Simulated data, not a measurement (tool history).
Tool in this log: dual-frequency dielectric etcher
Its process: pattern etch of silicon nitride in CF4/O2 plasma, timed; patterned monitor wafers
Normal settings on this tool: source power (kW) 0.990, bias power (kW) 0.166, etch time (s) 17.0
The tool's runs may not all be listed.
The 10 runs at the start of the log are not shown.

run    hour  source power (kW)  bias power (kW)  etch time (s)  read-back reference wafer on the same gauge, depth_nm  mean etch depth across the wafer (nm)
      435.2  -- wet clean of the chamber, repeated, since the last time left the tool worse
 11   435.7              0.990            0.166           17.0                                                   51.2                                   60.7
 12   473.8              0.990            0.153           17.0                                                   51.2                                   59.7
      639.3  -- upper electrode replaced
 13   661.6              1.100            0.166           21.0                                                   51.2                                   84.6
 14   706.0              0.770            0.166           17.0                                                   51.2                                   48.7
      739.0  -- bias power generator calibrated
 15   758.3              1.150            0.144           18.5                                                   51.2                                   74.8
      809.2  -- wet clean of the chamber
 16   828.5              0.790            0.192           17.0                                                   51.2                                   51.2
 17   881.2              0.990            0.166           17.0                                                   51.2                                   61.9
 18   939.3              0.990            0.196           17.0                                                   51.2                                   64.4
 19   974.2              0.990            0.166           19.0                                                   51.3                                   68.9
 20  1012.6              0.990            0.146           18.5                                                   51.1                                   64.8
     1049.3  -- source power generator calibrated
 21  1071.3              0.990            0.138           15.5                                                   51.3                                   53.4
 22  1123.5              1.080            0.146           14.5                                                   51.2                                   55.7
 23  1182.1              1.230            0.166           20.5                                                   51.2                                   92.7
     1263.0  -- wet clean of the chamber
 24  1263.5              0.990            0.166           17.0                                                   51.2                                   60.6
 25  1319.5              1.180            0.131           15.0                                                   51.3                                   59.5
 26  1355.2              0.920            0.149           18.5                                                   51.1                                   59.6
 27  1397.7              1.180            0.191           17.0                                                   51.2                                   75.5
 28  1449.8              0.990            0.182           17.0                                                   51.2                                   63.3
 29  1511.4              0.990            0.166           17.0                                                   51.2                                   61.7
 30  1548.9              0.990            0.166           17.0                                                   51.2                                   61.7
 31  1586.3              0.760            0.134           12.0                                                   51.3                                   31.5

Predict each of these 3 candidate next runs independently; none follows another, all start after run 31:
  A  1586.7              1.090            0.166           17.0                                                      ?                                      ?
  B  1586.7              1.220            0.191           21.0                                                      ?                                      ?
  C  1586.7              0.910            0.207           17.0                                                      ?                                      ?

run  read-back reference wafer on the same gauge, depth_nm  mean etch depth across the wafer (nm)
  A                                                   51.3                                   68.8
  B                                                   51.3                                   98.9
  C                                                   51.3                                   61.9
Without the tool's hidden state the same runs would have given:
run  mean etch depth across the wafer (nm)
  A                                   67.2
  B                                   96.5
  C                                   60.4

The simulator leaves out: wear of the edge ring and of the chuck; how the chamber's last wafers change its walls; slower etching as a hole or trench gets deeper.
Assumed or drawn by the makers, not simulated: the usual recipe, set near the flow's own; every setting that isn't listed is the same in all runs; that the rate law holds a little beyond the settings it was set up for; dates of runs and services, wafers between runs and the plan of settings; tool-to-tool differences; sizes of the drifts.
